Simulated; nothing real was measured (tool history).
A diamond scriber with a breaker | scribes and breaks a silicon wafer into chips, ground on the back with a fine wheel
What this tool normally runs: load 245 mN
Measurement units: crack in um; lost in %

run	hour	load	wafers since the last listed run	hours since the diamond tip was replaced	hours since the load on the tip was calibrated	incoming depth of the damage left on the back of the incoming wafer, um	crack	lost
1	0.0	245	0	792.1	744.8	2.68	8.97	3.12
# hour 26.5: load on the tip recalibrated
# hour 29.4: diamond tip replaced by a new one
2	172.1	245	694	142.7	145.6	1.79	9.10	1.27
3	230.1	245	239	200.7	203.6	1.74	8.80	1.29
4	312.1	245	338	282.7	285.6	1.68	8.96	1.26
5	419.6	245	444	390.2	393.1	1.91	9.01	1.50
6	498.6	245	326	469.2	472.1	2.91	8.83	3.81
7	549.8	226	211	520.4	523.3	2.08	8.54	2.17
8	651.6	226	420	622.2	625.1	2.40	8.52	2.99
9	696.0	297	183	666.6	669.5	2.93	10.11	4.83
10	739.3	297	178	709.9	712.8	2.12	10.00	3.33
11	788.0	245	201	758.6	761.5	2.79	9.01	3.79
# hour 825.0: diamond tip replaced by a new one
12	834.3	245	182	9.3	807.8	2.69	9.21	3.30
# hour 866.5: load on the tip recalibrated
13	909.2	283	301	84.2	42.7	2.52	10.07	3.12
14	1005.9	245	399	180.9	139.4	2.27	8.79	2.09
15	1067.4	245	254	242.4	200.9	2.50	8.83	2.64
16	1107.5	245	165	282.5	241.0	2.23	9.10	1.89
17	1167.0	304	245	342.0	300.5	2.78	10.16	4.96
18	1228.7	304	254	403.7	362.2	2.11	10.12	3.49
19	1304.0	304	311	479.0	437.5	2.94	10.42	5.25
20	1351.3	245	195	526.3	484.8	2.77	9.13	3.51
21	1389.5	289	157	564.5	523.0	1.70	9.89	2.31
22	1492.5	245	425	667.5	626.0	1.90	8.99	1.50
23	1563.5	245	293	738.5	697.0	2.12	9.02	1.85
# hour 1581.6: diamond tip replaced by a new one
# hour 1658.0: load on the tip recalibrated
24	1661.0	245	386	79.4	3.0	2.80	9.09	3.43
25	1747.6	277	357	166.0	89.6	2.47	9.61	3.22
26	1828.4	224	333	246.8	170.4	2.29	8.51	2.83
27	1865.8	271	154	284.2	207.8	2.11	9.74	2.12
28	1919.2	178	220	337.6	261.2	2.29	7.43	7.95
29	1973.0	313	222	391.4	315.0	1.73	10.45	3.81
30	2058.3	245	352	476.7	400.3	2.64	8.81	3.12
31	2116.9	287	242	535.3	458.9	1.63	9.85	2.14
32	2173.4	272	233	591.8	515.4	2.29	9.55	2.45
33	2248.4	216	309	666.8	590.4	1.76	8.32	2.00
34	2309.2	279	251	727.6	651.2	1.70	9.53	1.71
35	2387.5	245	323	805.9	729.5	2.28	8.97	2.08
# hour 2401.2: load on the tip recalibrated
# hour 2409.4: diamond tip replaced by a new one
36	2489.2	192	403	79.8	88.0	2.29	7.79	5.55
37	2560.0	245	292	150.6	158.8	1.89	9.04	1.54
38	2618.4	293	241	209.0	217.2	1.90	10.08	2.90
39	2681.6	265	261	272.2	280.4	1.65	9.53	1.32
40	2766.7	303	351	357.3	365.5	1.59	10.32	2.99
41	2849.3	245	341	439.9	448.1	1.66	9.07	1.16
42	2911.5	186	256	502.1	510.3	2.44	7.77	7.29

The tool's hidden state at each run:
share of the diamond tip's cutting effectiveness lost through wear, %: 0 on each run
deviation of the load on the tip from its setpoint, %: 0 on each run

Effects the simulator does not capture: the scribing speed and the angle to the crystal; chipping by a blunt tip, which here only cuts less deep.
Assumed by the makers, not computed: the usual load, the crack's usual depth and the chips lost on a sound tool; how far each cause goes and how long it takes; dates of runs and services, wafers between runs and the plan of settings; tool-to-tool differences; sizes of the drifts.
